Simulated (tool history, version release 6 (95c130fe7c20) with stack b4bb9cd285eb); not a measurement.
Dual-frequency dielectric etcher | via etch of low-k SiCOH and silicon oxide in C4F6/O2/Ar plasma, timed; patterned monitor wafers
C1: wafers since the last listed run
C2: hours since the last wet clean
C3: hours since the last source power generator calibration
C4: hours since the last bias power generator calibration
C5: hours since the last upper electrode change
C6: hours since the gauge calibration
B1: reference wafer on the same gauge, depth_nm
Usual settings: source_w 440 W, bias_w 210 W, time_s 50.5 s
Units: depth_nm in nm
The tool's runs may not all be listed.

run 1 hour=0 | source_w=440 bias_w=210 time_s=58 | C1=0 C2=729.6 C3=2847.5 C4=1705.5 C5=4237.5 C6=507.4 | B1=126.9 | depth_nm=154.4
-- hour=56.5 wet clean of the chamber
run 2 hour=57 | source_w=440 bias_w=210 time_s=58 | C1=520 C2=0.5 C3=2904.5 C4=1762.5 C5=4294.5 C6=564.4 | B1=126.9 | depth_nm=154.5
run 3 hour=109.6 | source_w=440 bias_w=210 time_s=50.5 | C1=829 C2=53.1 C3=2957.1 C4=1815.1 C5=4347.1 C6=617 | B1=126.9 | depth_nm=135.2
run 4 hour=211.2 | source_w=440 bias_w=210 time_s=50.5 | C1=1601 C2=154.7 C3=3058.7 C4=1916.7 C5=4448.7 C6=718.6 | B1=127.1 | depth_nm=133.6
run 5 hour=271.6 | source_w=440 bias_w=210 time_s=50.5 | C1=952 C2=215.1 C3=3119.1 C4=1977.1 C5=4509.1 C6=779 | B1=126.7 | depth_nm=136.3
run 6 hour=354.8 | source_w=440 bias_w=210 time_s=50.5 | C1=1311 C2=298.3 C3=3202.3 C4=2060.3 C5=4592.3 C6=862.2 | B1=127.1 | depth_nm=133.1
run 7 hour=451 | source_w=440 bias_w=210 time_s=50.5 | C1=1516 C2=394.5 C3=3298.5 C4=2156.5 C5=4688.5 C6=958.4 | B1=126.9 | depth_nm=134.1
run 8 hour=547.1 | source_w=440 bias_w=210 time_s=50.5 | C1=1515 C2=490.6 C3=3394.6 C4=2252.6 C5=4784.6 C6=1054.5 | B1=127.3 | depth_nm=133.8
run 9 hour=616.4 | source_w=440 bias_w=210 time_s=50.5 | C1=1092 C2=559.9 C3=3463.9 C4=2321.9 C5=4853.9 C6=1123.8 | B1=127.3 | depth_nm=135.3
run 10 hour=664.4 | source_w=440 bias_w=210 time_s=50.5 | C1=756 C2=607.9 C3=3511.9 C4=2369.9 C5=4901.9 C6=1171.8 | B1=127 | depth_nm=134.7
-- hour=787 wet clean of the chamber
-- hour=814.6 upper electrode replaced
run 11 hour=880.1 | source_w=540 bias_w=188 time_s=38 | C1=2644 C2=93.1 C3=3727.6 C4=2585.6 C5=65.5 C6=1387.5 | B1=127.2 | depth_nm=111
run 12 hour=967.2 | source_w=340 bias_w=210 time_s=50.5 | C1=1373 C2=180.2 C3=3814.7 C4=2672.7 C5=152.6 C6=1474.6 | B1=126.8 | depth_nm=114.1
run 13 hour=1057 | source_w=440 bias_w=210 time_s=50.5 | C1=1415 C2=270 C3=3904.5 C4=2762.5 C5=242.4 C6=1564.4 | B1=127.3 | depth_nm=134
-- hour=1325.3 source power generator calibrated
-- hour=1335.8 bias power generator calibrated
run 14 hour=1343.1 | source_w=500 bias_w=225 time_s=65.5 | C1=4384 C2=556.1 C3=17.8 C4=7.3 C5=528.5 C6=1850.5 | B1=127.1 | depth_nm=193.2
run 15 hour=1411.5 | source_w=440 bias_w=247 time_s=50.5 | C1=1078 C2=624.5 C3=86.2 C4=75.7 C5=596.9 C6=1918.9 | B1=127 | depth_nm=139.9
run 16 hour=1469.2 | source_w=490 bias_w=210 time_s=56 | C1=909 C2=682.2 C3=143.9 C4=133.4 C5=654.6 C6=1976.6 | B1=127.1 | depth_nm=158
run 17 hour=1551.3 | source_w=470 bias_w=196 time_s=57 | C1=1294 C2=764.3 C3=226 C4=215.5 C5=736.7 C6=2058.7 | B1=127.1 | depth_nm=154.9

Forecast run 18:
-- hour=1588.5 wet clean of the chamber
run 18 hour=1591.1 | source_w=440 bias_w=210 time_s=50.5 | C1=249 C2=2.6 C3=265.8 C4=255.3 C5=776.5 C6=2098.5 | B1=? | depth_nm=?

Run 18 gave B1 126.8, depth_nm 134.3 nm.
Without the tool's hidden state the same run would have given depth_nm 134.3 nm.
